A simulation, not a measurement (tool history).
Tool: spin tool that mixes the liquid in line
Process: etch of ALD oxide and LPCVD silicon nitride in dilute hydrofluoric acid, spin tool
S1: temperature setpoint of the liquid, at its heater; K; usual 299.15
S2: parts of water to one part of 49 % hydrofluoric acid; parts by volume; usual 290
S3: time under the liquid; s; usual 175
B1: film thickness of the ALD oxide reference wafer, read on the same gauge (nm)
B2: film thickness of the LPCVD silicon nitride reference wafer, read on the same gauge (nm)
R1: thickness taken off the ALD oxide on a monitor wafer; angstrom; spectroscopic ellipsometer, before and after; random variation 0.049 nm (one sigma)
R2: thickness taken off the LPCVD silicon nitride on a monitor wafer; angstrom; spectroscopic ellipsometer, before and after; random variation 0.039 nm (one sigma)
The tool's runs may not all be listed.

{"run": 1, "hour": 0.0, "S1": 299.15, "S2": 290, "S3": 175, "B1": 150.01, "B2": 140.022, "R1": 49.7, "R2": 3.45}
{"run": 2, "hour": 52.2, "S1": 299.15, "S2": 290, "S3": 175, "B1": 150, "B2": 140.009, "R1": 49.9, "R2": 3.85}
{"run": 3, "hour": 101.3, "S1": 302.15, "S2": 290, "S3": 175, "B1": 150, "B2": 140.05, "R1": 54.2, "R2": 4.06}
{"run": 4, "hour": 134.8, "S1": 302.15, "S2": 290, "S3": 175, "B1": 149.98, "B2": 139.99, "R1": 53.9, "R2": 4.09}
{"run": 5, "hour": 188.2, "S1": 302.15, "S2": 290, "S3": 175, "B1": 149.98, "B2": 139.986, "R1": 54, "R2": 3.7}
{"run": 6, "hour": 228.3, "S1": 299.15, "S2": 290, "S3": 175, "B1": 150.02, "B2": 140, "R1": 49.9, "R2": 3.4}
{"run": 7, "hour": 281.7, "S1": 299.15, "S2": 290, "S3": 175, "B1": 150.01, "B2": 140.028, "R1": 50, "R2": 3.46}
{"hour": 304.2, "done": "hydrofluoric acid flow meter replaced"}
{"run": 8, "hour": 329.9, "S1": 299.15, "S2": 290, "S3": 175, "B1": 150, "B2": 139.969, "R1": 50.3, "R2": 3.34}
{"run": 9, "hour": 394.0, "S1": 299.15, "S2": 290, "S3": 175, "B1": 149.98, "B2": 140.004, "R1": 48.9, "R2": 3.44}
{"hour": 426.1, "done": "thermometer replaced"}
{"run": 10, "hour": 462.1, "S1": 299.15, "S2": 290, "S3": 175, "B1": 150, "B2": 139.994, "R1": 50.3, "R2": 3.34}
{"run": 11, "hour": 505.1, "S1": 299.15, "S2": 290, "S3": 175, "B1": 149.98, "B2": 140, "R1": 50.1, "R2": 2.97}
{"run": 12, "hour": 554.4, "S1": 299.15, "S2": 410, "S3": 95, "B1": 150.02, "B2": 140.025, "R1": 17.1, "R2": 1.27}
{"hour": 564.5, "done": "gauge calibrated"}
{"run": 13, "hour": 592.9, "S1": 302.15, "S2": 160, "S3": 175, "B1": 149.99, "B2": 140.007, "R1": 116.5, "R2": 8.05}
{"run": 14, "hour": 621.9, "S1": 299.15, "S2": 435, "S3": 235, "B1": 150.01, "B2": 139.998, "R1": 39.1, "R2": 2.71}
{"run": 15, "hour": 676.2, "S1": 299.15, "S2": 435, "S3": 235, "B1": 150.01, "B2": 140.001, "R1": 39, "R2": 2.97}
{"run": 16, "hour": 704.2, "S1": 299.15, "S2": 290, "S3": 175, "B1": 150, "B2": 140.013, "R1": 50.7, "R2": 2.59}
{"run": 17, "hour": 762.5, "S1": 299.15, "S2": 290, "S3": 175, "B1": 149.97, "B2": 139.968, "R1": 51.1, "R2": 3.59}
{"run": 18, "hour": 968.2, "S1": 302.65, "S2": 395, "S3": 205, "B1": 149.99, "B2": 140.01, "R1": 42.6, "R2": 3.36}
{"run": 19, "hour": 1001.8, "S1": 299.15, "S2": 385, "S3": 175, "B1": 149.99, "B2": 139.978, "R1": 34.2, "R2": 2.7}
{"run": 20, "hour": 1054.7, "S1": 299.15, "S2": 435, "S3": 235, "B1": 150, "B2": 140.016, "R1": 39, "R2": 2.99}
{"run": 21, "hour": 1114.7, "S1": 299.15, "S2": 390, "S3": 175, "B1": 150.01, "B2": 140.036, "R1": 33.7, "R2": 2.78}
{"run": 22, "hour": 1167.9, "S1": 299.15, "S2": 290, "S3": 175, "B1": 150, "B2": 140.025, "R1": 50.7, "R2": 3.1}
{"run": 23, "hour": 1207.7, "S1": 296.15, "S2": 425, "S3": 125, "B1": 150, "B2": 139.97, "R1": 19.2, "R2": 1.3}
{"run": 24, "hour": 1234.3, "S1": 294.65, "S2": 175, "S3": 205, "B1": 150.01, "B2": 140.029, "R1": 93.4, "R2": 4.29}
{"run": 25, "hour": 1292.2, "S1": 299.15, "S2": 290, "S3": 175, "B1": 149.97, "B2": 139.972, "R1": 50, "R2": 3.15}
{"run": 26, "hour": 1355.6, "S1": 296.65, "S2": 290, "S3": 110, "B1": 149.98, "B2": 140.011, "R1": 28.7, "R2": 1.83}
{"run": 27, "hour": 1385.8, "S1": 301.65, "S2": 290, "S3": 215, "B1": 150.01, "B2": 140.013, "R1": 66.6, "R2": 4.88}

Forecast each of these 3 alternatives for the next run:
{"run": "A", "hour": 1386.3, "S1": 301.15, "S2": 290, "S3": 175, "B1": "?", "B2": "?", "R1": "?", "R2": "?"}
{"run": "B", "hour": 1386.3, "S1": 299.15, "S2": 175, "S3": 175, "B1": "?", "B2": "?", "R1": "?", "R2": "?"}
{"run": "C", "hour": 1386.3, "S1": 303.65, "S2": 290, "S3": 175, "B1": "?", "B2": "?", "R1": "?", "R2": "?"}

run=A B1=150 B2=139.997 R1=53.3 R2=3.21
run=B B1=150 B2=139.997 R1=93.6 R2=4.72
run=C B1=150 B2=139.997 R1=57.8 R2=3.71
Without the tool's hidden state the same runs would have given:
run=A R1=53.3 R2=3.21
run=B R1=93.6 R2=4.72
run=C R1=57.8 R2=3.71
